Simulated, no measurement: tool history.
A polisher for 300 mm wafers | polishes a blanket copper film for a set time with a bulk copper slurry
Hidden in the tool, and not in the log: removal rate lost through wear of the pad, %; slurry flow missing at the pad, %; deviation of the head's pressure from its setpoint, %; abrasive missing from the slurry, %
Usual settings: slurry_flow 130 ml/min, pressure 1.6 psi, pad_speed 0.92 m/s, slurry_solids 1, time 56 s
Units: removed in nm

| run | hour | slurry_flow | pressure | pad_speed | slurry_solids | time | wafers since the last listed run | wafers polished on this pad | hours since the slurry nozzle was cleaned | hours since the head pressure was calibrated | hours since the slurry blender was calibrated | incoming thickness of the incoming film, nm | removed |
|---|---|---|---|---|---|---|---|---|---|---|---|---|---|
| 1 | 0 | 130 | 1.3 | 0.92 | 1 | 56 | 0 | 1905 | 164.6 | 1123.3 | 337.7 | 4409.4 | 215.5 |
| 2 | 39.4 | 130 | 1.6 | 0.92 | 1 | 56 | 238 | 2143 | 204 | 1162.7 | 377.1 | 4496.1 | 263.5 |
|  | 97.5 | worn pad replaced by a new one |
| 3 | 104.9 | 130 | 1.6 | 0.92 | 1 | 56 | 371 | 44 | 269.5 | 1228.2 | 442.6 | 4462.2 | 260.5 |
| 4 | 148 | 130 | 1.6 | 0.92 | 1 | 56 | 260 | 304 | 312.6 | 1271.3 | 485.7 | 4407.3 | 262.2 |
|  | 151.1 | slurry blender recalibrated |
| 5 | 183.7 | 130 | 1.6 | 0.92 | 1 | 47 | 203 | 508 | 348.3 | 1307 | 32.6 | 4385.1 | 216 |
| 6 | 247.4 | 130 | 1.6 | 0.92 | 1 | 47 | 384 | 893 | 412 | 1370.7 | 96.3 | 4468 | 217.5 |
| 7 | 273.9 | 130 | 1.6 | 0.92 | 1 | 47 | 160 | 1053 | 438.5 | 1397.2 | 122.8 | 4440 | 218.9 |
| 8 | 307.7 | 130 | 1.6 | 0.92 | 1 | 56 | 204 | 1257 | 472.3 | 1431 | 156.6 | 4415.4 | 257.9 |
|  | 340.6 | head pressure recalibrated |
| 9 | 348.8 | 130 | 1.6 | 0.92 | 1 | 65 | 236 | 1493 | 513.4 | 8.2 | 197.7 | 4452.9 | 336.1 |
|  | 389.9 | slurry nozzle cleaned |
| 10 | 466.7 | 130 | 1.6 | 1 | 1 | 64 | 706 | 2200 | 76.8 | 126.1 | 315.6 | 4458.3 | 358.1 |
|  | 513.8 | worn pad replaced by a new one |
| 11 | 514.3 | 120 | 1.6 | 0.74 | 1.2 | 46 | 263 | 2 | 124.4 | 173.7 | 363.2 | 4425.5 | 189.7 |
| 12 | 582.4 | 130 | 1.3 | 1.2 | 1.15 | 56 | 411 | 414 | 192.5 | 241.8 | 431.3 | 4410.9 | 298.3 |
| 13 | 619.5 | 130 | 2.1 | 0.92 | 1 | 62 | 224 | 638 | 229.6 | 278.9 | 468.4 | 4398.1 | 401.1 |
|  | 644.2 | slurry blender recalibrated |
| 14 | 682.5 | 130 | 1.6 | 0.92 | 1 | 56 | 368 | 1006 | 292.6 | 341.9 | 38.3 | 4476.3 | 277 |
| 15 | 740.9 | 130 | 1.2 | 1.24 | 1 | 56 | 352 | 1359 | 351 | 400.3 | 96.7 | 4510.8 | 271.2 |
| 16 | 795.2 | 130 | 1.6 | 0.92 | 1.1 | 56 | 328 | 1687 | 405.3 | 454.6 | 151 | 4392.7 | 279.8 |
| 17 | 827.1 | 130 | 1.6 | 1.02 | 1 | 56 | 192 | 1880 | 437.2 | 486.5 | 182.9 | 4428.7 | 295.6 |
| 18 | 894.5 | 130 | 1.6 | 0.92 | 1 | 56 | 407 | 2287 | 504.6 | 553.9 | 250.3 | 4363.9 | 274.1 |
|  | 911.5 | worn pad replaced by a new one |
| 19 | 943.8 | 130 | 1.1 | 1.04 | 1 | 56 | 273 | 195 | 553.9 | 603.2 | 299.6 | 4427.9 | 206.4 |
|  | 987.4 | slurry nozzle cleaned |
| 20 | 1015.3 | 130 | 1.8 | 1.04 | 1 | 56 | 425 | 621 | 27.9 | 674.7 | 371.1 | 4450.5 | 332.9 |
|  | 1056.4 | slurry blender recalibrated |
| 21 | 1107.1 | 110 | 1.9 | 1.16 | 1 | 56 | 542 | 1163 | 119.7 | 766.5 | 50.7 | 4470.3 | 393.7 |
| 22 | 1157.7 | 130 | 1.6 | 0.92 | 1 | 56 | 305 | 1469 | 170.3 | 817.1 | 101.3 | 4523.6 | 260.3 |
| 23 | 1188 | 130 | 1.6 | 0.92 | 1 | 56 | 183 | 1652 | 200.6 | 847.4 | 131.6 | 4405.1 | 261.1 |
| 24 | 1218.6 | 170 | 1.6 | 1.04 | 1.15 | 56 | 184 | 1837 | 231.2 | 878 | 162.2 | 4460.5 | 314.6 |
|  | 1292.4 | worn pad replaced by a new one |
| 25 | 1292.9 | 90 | 1.8 | 0.92 | 1 | 73 | 424 | 3 | 305.5 | 952.3 | 236.5 | 4452.7 | 353.8 |
| 26 | 1354.4 | 130 | 1.6 | 0.92 | 1 | 56 | 371 | 374 | 367 | 1013.8 | 298 | 4434.6 | 260.5 |
| 27 | 1397.2 | 130 | 1.6 | 0.92 | 1 | 56 | 258 | 633 | 409.8 | 1056.6 | 340.8 | 4481.4 | 254.8 |
| 28 | 1438.4 | 130 | 1.6 | 1.06 | 1 | 56 | 248 | 882 | 451 | 1097.8 | 382 | 4415.8 | 306.8 |
|  | 1450.8 | slurry blender recalibrated |
| 29 | 1472.3 | 170 | 1.6 | 0.92 | 1 | 56 | 192 | 1074 | 484.9 | 1131.7 | 21.5 | 4413.9 | 274.4 |
| 30 | 1509.8 | 105 | 1.6 | 0.92 | 1 | 56 | 226 | 1301 | 522.4 | 1169.2 | 59 | 4449.3 | 256 |
| 31 | 1549.8 | 100 | 1.6 | 1.02 | 1.2 | 56 | 241 | 1543 | 562.4 | 1209.2 | 99 | 4401.8 | 283.7 |

What the log doesn't show, run by run:
removal rate lost through wear of the pad, %: 0 in every run
slurry flow missing at the pad, %: 0 in every run
abrasive missing from the slurry, %: 0 in every run
H1: deviation of the head's pressure from its setpoint, %
| run | H1 |
|---|---|
| 1 | -10.9 |
| 2 | -11 |
| 3 | -11.1 |
| 4 | -11.2 |
| 5 | -11.2 |
| 6 | -11.3 |
| 7 | -11.4 |
| 8 | -11.4 |
| 9 | -0.711 |
| 10 | -3.3 |
| 11 | -4.16 |
| 12 | -5.25 |
| 13 | -5.77 |
| 14 | -6.57 |
| 15 | -7.21 |
| 16 | -7.73 |
| 17 | -8.01 |
| 18 | -8.54 |
| 19 | -8.88 |
| 20 | -9.31 |
| 21 | -9.77 |
| 22 | -9.98 |
| 23 | -10.1 |
| 24 | -10.2 |
| 25 | -10.5 |
| 26 | -10.6 |
| 27 | -10.7 |
| 28 | -10.8 |
| 29 | -10.9 |
| 30 | -11 |
| 31 | -11 |
